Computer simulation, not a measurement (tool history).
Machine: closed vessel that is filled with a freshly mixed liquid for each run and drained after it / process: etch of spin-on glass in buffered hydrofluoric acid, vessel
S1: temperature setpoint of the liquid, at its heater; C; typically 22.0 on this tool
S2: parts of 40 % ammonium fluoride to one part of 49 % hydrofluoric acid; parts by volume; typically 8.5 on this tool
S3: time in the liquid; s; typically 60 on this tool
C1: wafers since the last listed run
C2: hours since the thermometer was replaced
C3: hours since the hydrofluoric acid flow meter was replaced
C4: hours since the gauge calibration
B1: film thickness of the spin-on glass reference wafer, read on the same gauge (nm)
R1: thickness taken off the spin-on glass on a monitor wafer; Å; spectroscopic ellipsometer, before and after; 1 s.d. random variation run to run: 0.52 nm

run     day    S1    S2  S3    C1      C2      C3     C4     B1      R1
  1   0.000  22.0   6.0  60     0  1210.6  1668.9   47.1  89.99  1133.8
  2   0.508  22.0   8.5  60  1294  1222.8  1681.1   59.3  90.00   797.7
  3   1.525  22.0   8.5  60  2588  1247.2  1705.5   83.7  89.99   798.5
  4   2.558  22.0   8.5  60  2630  1272.0  1730.3  108.5  90.00   802.0
  5   3.350  22.0   8.5  60  2015  1291.0  1749.3  127.5  90.00   797.2
  6   4.221  22.0   8.5  60  2217  1311.9  1770.2  148.4  90.00   799.1
  7   5.008  22.0   8.5  60  2005  1330.8  1789.1  167.3  89.99   793.4
  8   6.088  22.0   8.5  60  2747  1356.7  1815.0  193.2  89.99   788.8
  9   6.925  22.0   8.5  60  2132  1376.8  1835.1  213.3  89.99   782.0
 10   8.125  22.0   8.5  60  3055  1405.6  1863.9  242.1  90.00   783.3
 11   9.433  22.0   8.5  60  3331  1437.0  1895.3  273.5  90.00   779.2
 12  10.804  22.0   8.5  60  3490  1469.9  1928.2  306.4  89.99   771.7
 13  11.867  22.0   8.5  60  2705  1495.4  1953.7  331.9  89.99   782.5
 14  12.762  22.0   8.5  60  2280  1516.9  1975.2  353.4  90.02   779.4
 15  14.192  22.0   8.5  60  3638  1551.2  2009.5  387.7  89.98   775.4
     14.267  -- thermometer replaced
 16  15.133  22.0   5.5  75  2291    20.8  2032.1  410.3  90.00  1654.4
 17  15.746  20.0   6.5  95  1559    35.5  2046.8  425.0  90.00  1609.0
 18  16.308  22.0   8.5  60  1432    49.0  2060.3  438.5  89.99   872.3
 19  17.646  22.0  10.5  60  3405    81.1  2092.4  470.6  90.00   711.2
 20  18.233  20.5  10.0  60  1495    95.2  2106.5  484.7  90.01   693.2
 21  18.767  17.5  11.0  60  1357   108.0  2119.3  497.5  90.00   529.3
 22  19.592  22.0  11.0  90  2100   127.8  2139.1  517.3  90.00  1022.0
     20.888  -- gauge calibrated
 23  20.992  24.0  12.0  60  3564   161.4  2172.7    2.5  90.00   691.5
 24  21.592  19.5   8.5  75  1527   175.8  2187.1   16.9  90.00   935.3
 25  22.150  22.0   8.5  60  1421   189.2  2200.5   30.3  90.00   853.0
 26  23.192  20.0   7.5  60  2652   214.2  2225.5   55.3  90.00   851.4
     23.321  -- hydrofluoric acid flow meter replaced
 27  23.712  24.5  10.5  60  1219   226.7     9.4   67.8  89.99   916.6
 28  24.342  22.0   8.5  60  1601   241.8    24.5   82.9  90.01   950.2
 29  25.775  18.0   7.0  60  3649   276.2    58.9  117.3  89.99   931.2
 30  26.354  22.0   8.5  60  1474   290.1    72.8  131.2  90.01   940.7
 31  27.762  22.0   8.5  60  3585   323.9   106.6  165.0  90.01   928.3
 32  28.962  22.0   8.5  60  3055   352.7   135.4  193.8  90.01   936.0
 33  29.646  22.0   8.5  60  1739   369.1   151.8  210.2  90.00   932.9

Below are 4 alternative next runs, each starting from the tool's condition after run 33. Predict each:
  A  29.675  19.5  8.5  60  74  369.8  152.5  210.9   ?   ?
  B  29.675  25.0  8.5  60  74  369.8  152.5  210.9   ?   ?
  C  29.675  24.0  8.5  95  74  369.8  152.5  210.9   ?   ?
  D  29.675  26.0  6.5  50  74  369.8  152.5  210.9   ?   ?

run     B1      R1
  A  89.99   807.8
  B  89.99  1095.9
  C  89.99  1642.9
  D  89.99  1270.5
With no hidden state in the tool, these same runs would have given:
run      R1
  A   855.2
  B  1158.1
  C  1736.7
  D  1339.8
